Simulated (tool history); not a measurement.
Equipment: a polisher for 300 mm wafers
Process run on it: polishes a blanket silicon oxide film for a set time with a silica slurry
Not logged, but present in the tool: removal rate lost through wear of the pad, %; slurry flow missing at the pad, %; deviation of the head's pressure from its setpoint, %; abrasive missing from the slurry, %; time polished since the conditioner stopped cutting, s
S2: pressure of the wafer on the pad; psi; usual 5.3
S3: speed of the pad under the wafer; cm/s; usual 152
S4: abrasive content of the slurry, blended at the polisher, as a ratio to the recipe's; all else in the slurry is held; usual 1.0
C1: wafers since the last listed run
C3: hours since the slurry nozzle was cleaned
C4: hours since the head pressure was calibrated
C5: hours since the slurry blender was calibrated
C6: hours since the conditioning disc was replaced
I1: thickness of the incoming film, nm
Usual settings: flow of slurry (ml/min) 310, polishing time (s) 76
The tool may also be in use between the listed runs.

{"run": 1, "hour": 0.0, "flow of slurry (ml/min)": 310, "S2": 5.3, "S3": 152, "S4": 1.0, "polishing time (s)": 76, "C1": 0, "wafers polished on this pad": 340, "C3": 396.3, "C4": 7.0, "C5": 269.7, "C6": 92.4, "I1": 1827.2, "film removed (angstrom)": 3244}
{"hour": 15.9, "done": "slurry blender recalibrated"}
{"run": 2, "hour": 23.2, "flow of slurry (ml/min)": 310, "S2": 5.3, "S3": 152, "S4": 1.0, "polishing time (s)": 76, "C1": 138, "wafers polished on this pad": 478, "C3": 419.5, "C4": 30.2, "C5": 7.3, "C6": 115.6, "I1": 1833.9, "film removed (angstrom)": 3239}
{"hour": 43.6, "done": "slurry nozzle cleaned"}
{"run": 3, "hour": 54.9, "flow of slurry (ml/min)": 310, "S2": 6.0, "S3": 152, "S4": 1.0, "polishing time (s)": 67, "C1": 200, "wafers polished on this pad": 679, "C3": 11.3, "C4": 61.9, "C5": 39.0, "C6": 147.3, "I1": 1847.0, "film removed (angstrom)": 3070}
{"run": 4, "hour": 77.2, "flow of slurry (ml/min)": 310, "S2": 6.0, "S3": 152, "S4": 1.0, "polishing time (s)": 67, "C1": 145, "wafers polished on this pad": 824, "C3": 33.6, "C4": 84.2, "C5": 61.3, "C6": 169.6, "I1": 1856.6, "film removed (angstrom)": 3060}
{"run": 5, "hour": 102.1, "flow of slurry (ml/min)": 310, "S2": 6.0, "S3": 152, "S4": 1.0, "polishing time (s)": 67, "C1": 162, "wafers polished on this pad": 987, "C3": 58.5, "C4": 109.1, "C5": 86.2, "C6": 194.5, "I1": 1873.3, "film removed (angstrom)": 3061}
{"run": 6, "hour": 123.4, "flow of slurry (ml/min)": 310, "S2": 5.3, "S3": 152, "S4": 1.0, "polishing time (s)": 76, "C1": 139, "wafers polished on this pad": 1126, "C3": 79.8, "C4": 130.4, "C5": 107.5, "C6": 215.8, "I1": 1807.2, "film removed (angstrom)": 3119}
{"hour": 127.6, "done": "worn pad replaced by a new one"}
{"run": 7, "hour": 136.2, "flow of slurry (ml/min)": 310, "S2": 5.3, "S3": 152, "S4": 1.0, "polishing time (s)": 76, "C1": 57, "wafers polished on this pad": 56, "C3": 92.6, "C4": 143.2, "C5": 120.3, "C6": 228.6, "I1": 1810.1, "film removed (angstrom)": 3262}
{"run": 8, "hour": 151.5, "flow of slurry (ml/min)": 390, "S2": 5.3, "S3": 152, "S4": 1.0, "polishing time (s)": 96, "C1": 99, "wafers polished on this pad": 156, "C3": 107.9, "C4": 158.5, "C5": 135.6, "C6": 243.9, "I1": 1827.2, "film removed (angstrom)": 4131}
{"run": 9, "hour": 184.7, "flow of slurry (ml/min)": 310, "S2": 5.3, "S3": 152, "S4": 1.0, "polishing time (s)": 76, "C1": 216, "wafers polished on this pad": 372, "C3": 141.1, "C4": 191.7, "C5": 168.8, "C6": 277.1, "I1": 1858.5, "film removed (angstrom)": 3259}
{"run": 10, "hour": 206.6, "flow of slurry (ml/min)": 310, "S2": 5.3, "S3": 200, "S4": 1.0, "polishing time (s)": 76, "C1": 142, "wafers polished on this pad": 515, "C3": 163.0, "C4": 213.6, "C5": 190.7, "C6": 299.0, "I1": 1824.6, "film removed (angstrom)": 4029}
{"hour": 214.4, "done": "conditioning disc replaced and pad reconditioned"}
{"run": 11, "hour": 225.5, "flow of slurry (ml/min)": 410, "S2": 5.3, "S3": 178, "S4": 0.8, "polishing time (s)": 54, "C1": 110, "wafers polished on this pad": 626, "C3": 181.9, "C4": 232.5, "C5": 209.6, "C6": 11.1, "I1": 1836.1, "film removed (angstrom)": 2482}
{"run": 12, "hour": 244.9, "flow of slurry (ml/min)": 245, "S2": 5.3, "S3": 106, "S4": 1.0, "polishing time (s)": 76, "C1": 126, "wafers polished on this pad": 752, "C3": 201.3, "C4": 251.9, "C5": 229.0, "C6": 30.5, "I1": 1817.9, "film removed (angstrom)": 2363}
{"hour": 253.4, "done": "slurry blender recalibrated"}
{"run": 13, "hour": 275.6, "flow of slurry (ml/min)": 310, "S2": 5.3, "S3": 152, "S4": 1.2, "polishing time (s)": 76, "C1": 187, "wafers polished on this pad": 940, "C3": 232.0, "C4": 282.6, "C5": 22.2, "C6": 61.2, "I1": 1812.8, "film removed (angstrom)": 3343}
{"run": 14, "hour": 301.8, "flow of slurry (ml/min)": 310, "S2": 5.3, "S3": 106, "S4": 1.0, "polishing time (s)": 76, "C1": 171, "wafers polished on this pad": 1111, "C3": 258.2, "C4": 308.8, "C5": 48.4, "C6": 87.4, "I1": 1820.4, "film removed (angstrom)": 2354}
{"run": 15, "hour": 322.3, "flow of slurry (ml/min)": 310, "S2": 5.3, "S3": 152, "S4": 1.0, "polishing time (s)": 76, "C1": 133, "wafers polished on this pad": 1245, "C3": 278.7, "C4": 329.3, "C5": 68.9, "C6": 107.9, "I1": 1852.7, "film removed (angstrom)": 3163}
{"hour": 332.1, "done": "worn pad replaced by a new one"}
{"run": 16, "hour": 338.9, "flow of slurry (ml/min)": 210, "S2": 5.3, "S3": 152, "S4": 1.0, "polishing time (s)": 76, "C1": 82, "wafers polished on this pad": 44, "C3": 295.3, "C4": 345.9, "C5": 85.5, "C6": 124.5, "I1": 1838.7, "film removed (angstrom)": 3158}
{"run": 17, "hour": 368.0, "flow of slurry (ml/min)": 415, "S2": 5.3, "S3": 152, "S4": 0.8, "polishing time (s)": 76, "C1": 189, "wafers polished on this pad": 234, "C3": 324.4, "C4": 375.0, "C5": 114.6, "C6": 153.6, "I1": 1865.2, "film removed (angstrom)": 3129}

Forecast run 18:
{"run": 18, "hour": 398.0, "flow of slurry (ml/min)": 255, "S2": 4.4, "S3": 152, "S4": 1.0, "polishing time (s)": 76, "C1": 195, "wafers polished on this pad": 430, "C3": 354.4, "C4": 405.0, "C5": 144.6, "C6": 183.6, "I1": 1828.1, "film removed (angstrom)": "?"}

{"run 18": {"film removed (angstrom)": 2776}}
With no hidden state in the tool, this same run would have given film removed (angstrom) 2788.
